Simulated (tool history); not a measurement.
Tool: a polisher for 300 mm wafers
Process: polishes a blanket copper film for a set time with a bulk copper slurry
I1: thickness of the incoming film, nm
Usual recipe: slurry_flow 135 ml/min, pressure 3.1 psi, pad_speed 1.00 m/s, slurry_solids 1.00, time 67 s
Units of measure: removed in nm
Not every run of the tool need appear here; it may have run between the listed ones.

run 1 hour=0.0 | slurry_flow=135 pressure=3.1 pad_speed=1.00 slurry_solids=1.00 time=67 | I1=4462.5 | removed=575.4
-- hour=25.7 worn pad replaced by a new one
run 2 hour=127.4 | slurry_flow=135 pressure=3.1 pad_speed=1.00 slurry_solids=1.00 time=67 | I1=4469.2 | removed=576.8
-- hour=189.2 head pressure recalibrated
run 3 hour=326.1 | slurry_flow=135 pressure=3.1 pad_speed=1.00 slurry_solids=1.00 time=67 | I1=4496.0 | removed=537.1
run 4 hour=375.8 | slurry_flow=135 pressure=3.1 pad_speed=1.00 slurry_solids=1.00 time=67 | I1=4450.2 | removed=551.6
run 5 hour=402.0 | slurry_flow=135 pressure=3.1 pad_speed=1.00 slurry_solids=1.00 time=67 | I1=4385.2 | removed=539.8
run 6 hour=439.0 | slurry_flow=135 pressure=3.1 pad_speed=1.00 slurry_solids=1.00 time=67 | I1=4417.3 | removed=536.2
-- hour=451.6 slurry nozzle cleaned
-- hour=467.9 worn pad replaced by a new one
run 7 hour=496.0 | slurry_flow=135 pressure=2.8 pad_speed=1.00 slurry_solids=1.10 time=67 | I1=4443.9 | removed=543.1
run 8 hour=524.3 | slurry_flow=165 pressure=3.1 pad_speed=1.00 slurry_solids=1.00 time=67 | I1=4508.5 | removed=600.4
-- hour=540.4 slurry blender recalibrated
run 9 hour=585.6 | slurry_flow=135 pressure=3.6 pad_speed=1.00 slurry_solids=0.80 time=61 | I1=4361.0 | removed=572.2
run 10 hour=623.7 | slurry_flow=135 pressure=3.1 pad_speed=1.00 slurry_solids=1.10 time=67 | I1=4353.4 | removed=614.1
run 11 hour=761.4 | slurry_flow=135 pressure=4.1 pad_speed=1.24 slurry_solids=1.00 time=67 | I1=4384.5 | removed=944.2
-- hour=877.7 head pressure recalibrated
run 12 hour=911.0 | slurry_flow=135 pressure=3.1 pad_speed=1.00 slurry_solids=1.00 time=67 | I1=4464.8 | removed=581.9
run 13 hour=937.8 | slurry_flow=175 pressure=2.5 pad_speed=1.00 slurry_solids=1.25 time=67 | I1=4462.8 | removed=539.8
-- hour=994.1 worn pad replaced by a new one
run 14 hour=1008.1 | slurry_flow=135 pressure=3.1 pad_speed=1.00 slurry_solids=1.00 time=45 | I1=4419.0 | removed=381.1
-- hour=1038.0 slurry blender recalibrated
run 15 hour=1058.0 | slurry_flow=135 pressure=3.1 pad_speed=1.00 slurry_solids=1.00 time=67 | I1=4372.2 | removed=561.6
run 16 hour=1113.7 | slurry_flow=135 pressure=3.1 pad_speed=1.00 slurry_solids=1.00 time=67 | I1=4465.7 | removed=551.3
run 17 hour=1172.3 | slurry_flow=135 pressure=3.1 pad_speed=1.00 slurry_solids=1.00 time=67 | I1=4379.9 | removed=559.6
run 18 hour=1203.8 | slurry_flow=135 pressure=3.1 pad_speed=1.28 slurry_solids=1.00 time=50 | I1=4445.2 | removed=524.7
run 19 hour=1249.8 | slurry_flow=135 pressure=3.1 pad_speed=0.78 slurry_solids=1.00 time=67 | I1=4484.5 | removed=426.0
run 20 hour=1281.2 | slurry_flow=100 pressure=2.7 pad_speed=1.00 slurry_solids=1.00 time=67 | I1=4469.6 | removed=444.7
-- hour=1291.3 slurry nozzle cleaned
run 21 hour=1352.0 | slurry_flow=105 pressure=3.1 pad_speed=0.82 slurry_solids=1.00 time=50 | I1=4443.3 | removed=346.9
run 22 hour=1397.6 | slurry_flow=100 pressure=3.1 pad_speed=1.00 slurry_solids=0.90 time=55 | I1=4363.1 | removed=458.7
-- hour=1440.0 worn pad replaced by a new one
run 23 hour=1459.3 | slurry_flow=115 pressure=2.2 pad_speed=0.80 slurry_solids=1.00 time=81 | I1=4374.3 | removed=421.5
run 24 hour=1521.6 | slurry_flow=90 pressure=3.1 pad_speed=1.00 slurry_solids=1.25 time=67 | I1=4468.3 | removed=591.5
-- hour=1576.7 slurry blender recalibrated
run 25 hour=1581.7 | slurry_flow=135 pressure=3.9 pad_speed=1.00 slurry_solids=1.00 time=67 | I1=4456.3 | removed=711.4
-- hour=1588.0 head pressure recalibrated
run 26 hour=1629.3 | slurry_flow=135 pressure=3.1 pad_speed=1.00 slurry_solids=1.00 time=67 | I1=4455.9 | removed=576.7

Run 27 is up next; what results do you expect?
run 27 hour=1680.7 | slurry_flow=110 pressure=2.0 pad_speed=1.28 slurry_solids=1.00 time=59 | I1=4417.9 | removed=?

{"run 27": {"removed": 450.9}}
If the tool had no hidden condition, the same run with the same run-to-run variation would have returned removed 460.2 nm.
